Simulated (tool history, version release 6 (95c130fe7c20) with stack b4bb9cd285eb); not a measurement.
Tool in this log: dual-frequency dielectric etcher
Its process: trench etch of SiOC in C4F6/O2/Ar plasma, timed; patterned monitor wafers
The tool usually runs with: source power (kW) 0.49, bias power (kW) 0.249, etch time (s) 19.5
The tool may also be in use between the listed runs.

| run | hour | source power (kW) | bias power (kW) | etch time (s) | read-back reference wafer on the same gauge, depth_nm | mean etch depth across the wafer (nm) |
|---|---|---|---|---|---|---|
| 1 | 0 | 0.49 | 0.249 | 19.5 | 44.15 | 43.93 |
| 2 | 7.4 | 0.49 | 0.249 | 19.5 | 44.09 | 43.62 |
| 3 | 17.3 | 0.49 | 0.249 | 19.5 | 44.14 | 43.77 |
| 4 | 24.3 | 0.49 | 0.249 | 19.5 | 44.08 | 43.58 |
| 5 | 35.1 | 0.49 | 0.249 | 19.5 | 44.07 | 43.46 |
| 6 | 42.7 | 0.49 | 0.249 | 19.5 | 44.11 | 43.55 |
| 7 | 59.2 | 0.49 | 0.249 | 19.5 | 44.12 | 43.33 |
| 8 | 67.3 | 0.49 | 0.225 | 19.5 | 44.08 | 42.47 |
|  | 94.5 | wet clean of the chamber |
| 9 | 95 | 0.49 | 0.225 | 19.5 | 44.09 | 45.8 |
| 10 | 95.4 | 0.49 | 0.225 | 19.5 | 44.07 | 45.21 |
|  | 127.1 | upper electrode replaced |
| 11 | 127.6 | 0.49 | 0.249 | 22 | 44.1 | 52.21 |
| 12 | 127.9 | 0.49 | 0.249 | 22 | 44.1 | 51.8 |
|  | 133.7 | gauge calibrated |
| 13 | 134.6 | 0.49 | 0.249 | 19.5 | 44.09 | 45.93 |
| 14 | 151.1 | 0.39 | 0.249 | 19.5 | 44.06 | 43 |
|  | 164.3 | source power generator calibrated |
| 15 | 164.8 | 0.49 | 0.249 | 19.5 | 44.05 | 46.06 |
| 16 | 169.6 | 0.61 | 0.215 | 19.5 | 44.05 | 47.74 |
| 17 | 187.2 | 0.43 | 0.281 | 17 | 44.09 | 39.4 |
| 18 | 197.5 | 0.49 | 0.3 | 23 | 44.12 | 56.31 |
| 19 | 205.9 | 0.49 | 0.207 | 14 | 44.12 | 31.59 |
|  | 216.7 | bias power generator calibrated |
| 20 | 222 | 0.4 | 0.204 | 25.5 | 44.05 | 54.03 |
| 21 | 230.7 | 0.45 | 0.249 | 22 | 44.08 | 49.79 |
| 22 | 246.8 | 0.49 | 0.249 | 19.5 | 44.05 | 45.52 |
| 23 | 264.6 | 0.57 | 0.249 | 23 | 44.06 | 55.76 |
| 24 | 273.9 | 0.42 | 0.249 | 19.5 | 44.04 | 43.09 |
| 25 | 290.5 | 0.49 | 0.272 | 19.5 | 44.12 | 46.12 |

Consider 3 possible next runs. They are alternatives, not a sequence: every one starts from the tool as it was left by run 25. What does each give?
| A | 290.9 | 0.38 | 0.249 | 19.5 | ? | ? |
| B | 290.9 | 0.49 | 0.219 | 19.5 | ? | ? |
| C | 290.9 | 0.57 | 0.233 | 21.5 | ? | ? |

| run | read-back reference wafer on the same gauge, depth_nm | mean etch depth across the wafer (nm) |
|---|---|---|
| A | 44.08 | 41.51 |
| B | 44.08 | 43.77 |
| C | 44.08 | 51.17 |
Stripped of hidden state, with their random variation kept, the same runs would have yielded:
| run | mean etch depth across the wafer (nm) |
|---|---|
| A | 42.44 |
| B | 44.74 |
| C | 52.31 |
